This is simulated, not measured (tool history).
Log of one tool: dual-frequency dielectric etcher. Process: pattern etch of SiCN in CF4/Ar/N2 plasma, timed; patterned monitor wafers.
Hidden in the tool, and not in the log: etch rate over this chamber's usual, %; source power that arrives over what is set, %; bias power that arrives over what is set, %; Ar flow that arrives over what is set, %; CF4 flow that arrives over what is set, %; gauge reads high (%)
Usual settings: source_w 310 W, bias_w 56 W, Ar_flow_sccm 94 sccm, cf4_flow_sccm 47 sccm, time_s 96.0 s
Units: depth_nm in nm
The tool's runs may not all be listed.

run,hour,source_w,bias_w,Ar_flow_sccm,cf4_flow_sccm,time_s,wafers since the last listed run,hours since the last wet clean,hours since the last source power generator calibration,hours since the last bias power generator calibration,hours since the last Ar flow controller change,hours since the last CF4 flow controller change,hours since the last upper electrode change,hours since the gauge calibration,"read-back reference wafer on the same gauge, depth_nm",depth_nm
1,0.0,310,65,94,38,96.0,0,187.2,4075.0,3480.8,1649.9,1878.8,3770.0,307.9,60,53.7
2,28.5,310,65,94,38,96.0,287,215.7,4103.5,3509.3,1678.4,1907.3,3798.5,336.4,60,53.8
3,53.4,310,65,94,38,96.0,251,240.6,4128.4,3534.2,1703.3,1932.2,3823.4,361.3,60,53.6
4,73.6,260,56,89,47,96.0,204,260.8,4148.6,3554.4,1723.5,1952.4,3843.6,381.5,60,47.1
5,99.6,310,56,94,47,96.0,262,286.8,4174.6,3580.4,1749.5,1978.4,3869.6,407.5,60,53.2
6,127.8,340,56,94,47,96.0,284,315.0,4202.8,3608.6,1777.7,2006.6,3897.8,435.7,60,57.2
# hour 134.8: CF4 flow controller replaced
7,145.8,340,56,94,47,96.0,121,333.0,4220.8,3626.6,1795.7,11.0,3915.8,453.7,60,56.4
8,172.7,340,56,94,47,96.0,271,359.9,4247.7,3653.5,1822.6,37.9,3942.7,480.6,60,56.2
# hour 185.2: bias power generator calibrated
9,191.1,310,56,94,42,96.0,145,378.3,4266.1,5.9,1841.0,56.3,3961.1,499.0,60,51.2
# hour 211.4: Ar flow controller replaced
10,211.9,310,56,86,47,96.0,149,399.1,4286.9,26.7,0.5,77.1,3981.9,519.8,60,54.7
11,226.7,310,56,94,47,96.0,149,413.9,4301.7,41.5,15.3,91.9,3996.7,534.6,60,53.3
# hour 258.0: gauge calibrated
# hour 268.3: upper electrode replaced
# hour 270.2: wet clean of the chamber
12,270.7,310,56,77,37,96.0,182,0.5,4345.7,85.5,59.3,135.9,2.4,12.7,60,53.6
# hour 308.9: source power generator calibrated
13,344.1,310,56,94,47,96.0,700,73.9,35.2,158.9,132.7,209.3,75.8,86.1,60,53.0
14,375.2,280,47,76,56,96.0,314,105.0,66.3,190.0,163.8,240.4,106.9,117.2,60,51.1
15,397.7,380,52,94,37,83.0,227,127.5,88.8,212.5,186.3,262.9,129.4,139.7,60,50.1
16,417.0,310,60,94,47,96.0,194,146.8,108.1,231.8,205.6,282.2,148.7,159.0,60,54.3
17,442.7,310,56,94,47,96.0,259,172.5,133.8,257.5,231.3,307.9,174.4,184.7,60,53.0
18,456.6,310,49,81,55,107.0,140,186.4,147.7,271.4,245.2,321.8,188.3,198.6,60,60.9
19,490.1,290,47,118,40,96.0,338,219.9,181.2,304.9,278.7,355.3,221.8,232.1,60,43.2
20,520.3,270,56,94,55,96.0,305,250.1,211.4,335.1,308.9,385.5,252.0,262.3,60,49.2
21,554.4,310,50,94,47,121.0,344,284.2,245.5,369.2,343.0,419.6,286.1,296.4,60,64.2
22,588.7,290,47,118,40,96.0,346,318.5,279.8,403.5,377.3,453.9,320.4,330.7,60,43.2

Forecast each of these 3 alternatives for the next run:
A,589.1,310,56,94,47,96.0,4,318.9,280.2,403.9,377.7,454.3,320.8,331.1,?,?
B,589.1,310,56,113,47,96.0,4,318.9,280.2,403.9,377.7,454.3,320.8,331.1,?,?
C,589.1,310,56,111,47,79.5,4,318.9,280.2,403.9,377.7,454.3,320.8,331.1,?,?

run,"read-back reference wafer on the same gauge, depth_nm",depth_nm
A,60,52.8
B,60,50.4
C,60,41.9
Without the tool's hidden state the same runs would have given:
run,depth_nm
A,53.2
B,50.7
C,42.2
